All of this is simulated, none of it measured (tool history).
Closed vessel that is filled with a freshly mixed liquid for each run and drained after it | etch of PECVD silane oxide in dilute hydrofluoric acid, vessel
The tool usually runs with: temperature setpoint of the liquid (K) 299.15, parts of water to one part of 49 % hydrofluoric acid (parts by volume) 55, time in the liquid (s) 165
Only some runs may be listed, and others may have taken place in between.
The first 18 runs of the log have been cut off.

| run | day | temperature setpoint of the liquid (K) | parts of water to one part of 49 % hydrofluoric acid (parts by volume) | time in the liquid (s) | wafers since the last listed run | hours since the thermometer was replaced | hours since the hydrofluoric acid flow meter was replaced | hours since the gauge calibration | read-back film thickness of the PECVD silane oxide reference wafer, read on the same gauge (nm) | thickness taken off the PECVD silane oxide on a monitor wafer (angstrom) |
|---|---|---|---|---|---|---|---|---|---|---|
| 19 | 40.496 | 303.65 | 55 | 165 | 4718 | 1959.8 | 832.7 | 695.4 | 49.97 | 698.0 |
| 20 | 42.950 | 304.15 | 30 | 165 | 5156 | 2018.7 | 891.6 | 754.3 | 49.98 | 1364.3 |
| 21 | 44.371 | 301.15 | 35 | 165 | 2985 | 2052.8 | 925.7 | 788.4 | 50.00 | 1022.9 |
| 22 | 46.504 | 296.65 | 75 | 165 | 4482 | 2104.0 | 976.9 | 839.6 | 49.95 | 379.8 |
|  | 47.638 | thermometer replaced |
|  | 48.308 | hydrofluoric acid flow meter replaced |
| 23 | 49.121 | 299.15 | 55 | 165 | 5322 | 35.6 | 19.5 | 902.4 | 50.01 | 556.4 |
| 24 | 51.446 | 299.15 | 30 | 260 | 4884 | 91.4 | 75.3 | 958.2 | 50.02 | 1677.2 |
| 25 | 53.583 | 299.15 | 55 | 165 | 4490 | 142.7 | 126.6 | 1009.5 | 49.98 | 563.2 |
| 26 | 56.079 | 295.15 | 55 | 165 | 5243 | 202.6 | 186.5 | 1069.4 | 49.97 | 478.4 |
| 27 | 58.496 | 299.15 | 45 | 105 | 5077 | 260.6 | 244.5 | 1127.4 | 50.01 | 446.3 |
| 28 | 59.683 | 299.15 | 55 | 165 | 2494 | 289.1 | 273.0 | 1155.9 | 50.06 | 562.5 |

For run 29, what comes out?
| 29 | 61.821 | 299.15 | 65 | 165 | 4490 | 340.4 | 324.3 | 1207.2 | ? | ? |

read-back film thickness of the PECVD silane oxide reference wafer, read on the same gauge (nm): 50.01
thickness taken off the PECVD silane oxide on a monitor wafer (angstrom): 470.3
Minus the tool's unlogged condition, the same run would have read thickness taken off the PECVD silane oxide on a monitor wafer (angstrom) 462.5.

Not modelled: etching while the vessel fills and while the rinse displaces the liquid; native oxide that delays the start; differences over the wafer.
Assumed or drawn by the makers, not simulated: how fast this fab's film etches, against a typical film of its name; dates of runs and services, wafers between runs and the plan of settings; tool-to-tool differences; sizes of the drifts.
